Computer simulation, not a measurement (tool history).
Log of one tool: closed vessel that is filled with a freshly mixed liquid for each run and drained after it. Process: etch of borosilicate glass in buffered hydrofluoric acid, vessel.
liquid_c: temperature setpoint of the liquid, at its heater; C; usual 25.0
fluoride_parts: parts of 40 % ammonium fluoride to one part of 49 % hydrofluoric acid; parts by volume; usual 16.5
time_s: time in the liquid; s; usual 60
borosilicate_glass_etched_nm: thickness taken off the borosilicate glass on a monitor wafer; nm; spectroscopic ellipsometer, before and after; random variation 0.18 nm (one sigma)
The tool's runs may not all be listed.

run	day	liquid_c	fluoride_parts	time_s	read-back film thickness of the borosilicate glass reference wafer, read on the same gauge (nm)	borosilicate_glass_etched_nm
1	0.000	25.0	16.5	60	119.99	41.25
2	1.358	25.0	16.5	60	119.98	41.37
3	2.433	25.0	16.5	60	119.99	41.51
# day 4.362: gauge calibrated
4	4.946	25.0	16.5	50	120.01	34.71
5	6.104	25.0	16.5	60	119.99	41.37
6	8.525	25.0	16.5	60	119.99	41.38
7	9.679	25.0	16.5	60	120.02	41.30
8	11.208	25.0	16.5	60	119.98	41.57
9	14.183	25.0	16.5	75	120.01	51.57
10	15.604	25.0	16.5	60	119.98	41.11
# day 15.738: hydrofluoric acid flow meter replaced
11	18.483	29.0	16.5	30	120.01	25.55
# day 19.646: thermometer replaced
12	20.312	27.0	13.5	40	119.99	37.33
# day 21.212: gauge calibrated
13	22.425	26.5	12.5	70	120.01	68.25
14	24.588	25.0	16.5	60	120.01	41.25
15	26.217	23.5	11.5	85	120.00	76.82
16	27.858	29.5	11.5	30	119.99	37.65
17	28.896	20.5	16.5	80	120.00	43.35
18	31.338	27.5	10.5	95	120.02	117.05

5 ways to go on from here, each from the tool as it stands after run 18. What would each give?
A	31.367	25.0	16.5	60	?	?
B	31.367	29.5	16.5	35	?	?
C	31.367	27.0	13.0	90	?	?
D	31.367	25.0	10.5	90	?	?
E	31.367	26.5	12.5	50	?	?

run	read-back film thickness of the borosilicate glass reference wafer, read on the same gauge (nm)	borosilicate_glass_etched_nm
A	119.98	41.27
B	119.98	30.52
C	119.98	87.13
D	119.98	96.76
E	119.98	49.01
Without the tool's hidden state the same runs would have given:
run	borosilicate_glass_etched_nm
A	41.27
B	30.52
C	87.13
D	96.76
E	49.01

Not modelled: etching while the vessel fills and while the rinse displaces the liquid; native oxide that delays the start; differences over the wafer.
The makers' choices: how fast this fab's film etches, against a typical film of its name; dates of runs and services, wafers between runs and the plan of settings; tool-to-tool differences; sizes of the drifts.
